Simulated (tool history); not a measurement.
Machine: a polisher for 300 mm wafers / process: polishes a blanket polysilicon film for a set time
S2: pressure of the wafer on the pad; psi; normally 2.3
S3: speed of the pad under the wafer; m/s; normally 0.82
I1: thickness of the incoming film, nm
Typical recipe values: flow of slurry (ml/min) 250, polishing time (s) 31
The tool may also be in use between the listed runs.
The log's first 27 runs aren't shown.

run 28 hour=360 | flow_of_slurry_(ml/min)=250 S2=3.1 S3=0.82 polishing_time_(s)=31 | I1=1017.1 | film_removed_(Å)=2129
run 29 hour=375.1 | flow_of_slurry_(ml/min)=180 S2=2.3 S3=0.82 polishing_time_(s)=31 | I1=1037.8 | film_removed_(Å)=1572
run 30 hour=383.5 | flow_of_slurry_(ml/min)=250 S2=2.8 S3=0.54 polishing_time_(s)=31 | I1=1020.5 | film_removed_(Å)=1534
run 31 hour=394.7 | flow_of_slurry_(ml/min)=250 S2=2.3 S3=0.82 polishing_time_(s)=35 | I1=1014.3 | film_removed_(Å)=1804
run 32 hour=404.7 | flow_of_slurry_(ml/min)=250 S2=2.3 S3=0.82 polishing_time_(s)=31 | I1=1042.4 | film_removed_(Å)=1566
run 33 hour=415.2 | flow_of_slurry_(ml/min)=250 S2=2 S3=0.82 polishing_time_(s)=31 | I1=1030.4 | film_removed_(Å)=1377
run 34 hour=426.9 | flow_of_slurry_(ml/min)=250 S2=2.3 S3=0.82 polishing_time_(s)=31 | I1=1003.5 | film_removed_(Å)=1530
run 35 hour=434.6 | flow_of_slurry_(ml/min)=250 S2=2.3 S3=0.82 polishing_time_(s)=31 | I1=1022.6 | film_removed_(Å)=1494
-- hour=442.2 worn pad replaced by a new one
run 36 hour=450.4 | flow_of_slurry_(ml/min)=250 S2=2.3 S3=0.82 polishing_time_(s)=31 | I1=1007.7 | film_removed_(Å)=1654

Branching from run 36: 5 alternative next runs. What would each branch give?
run A hour=450.8 | flow_of_slurry_(ml/min)=250 S2=2.3 S3=0.58 polishing_time_(s)=31 | I1=1000.2 | film_removed_(Å)=?
run B hour=450.8 | flow_of_slurry_(ml/min)=275 S2=2.6 S3=0.6 polishing_time_(s)=39 | I1=1000.2 | film_removed_(Å)=?
run C hour=450.8 | flow_of_slurry_(ml/min)=200 S2=2.7 S3=0.82 polishing_time_(s)=31 | I1=1000.2 | film_removed_(Å)=?
run D hour=450.8 | flow_of_slurry_(ml/min)=250 S2=3.1 S3=0.82 polishing_time_(s)=37 | I1=1000.2 | film_removed_(Å)=?
run E hour=450.8 | flow_of_slurry_(ml/min)=295 S2=2.7 S3=0.56 polishing_time_(s)=25 | I1=1000.2 | film_removed_(Å)=?

run=A film_removed_(Å)=1349
run=B film_removed_(Å)=1946
run=C film_removed_(Å)=1830
run=D film_removed_(Å)=2548
run=E film_removed_(Å)=1254
What these runs would have given with no unlogged condition in the tool:
run=A film_removed_(Å)=1363
run=B film_removed_(Å)=1965
run=C film_removed_(Å)=1848
run=D film_removed_(Å)=2573
run=E film_removed_(Å)=1266
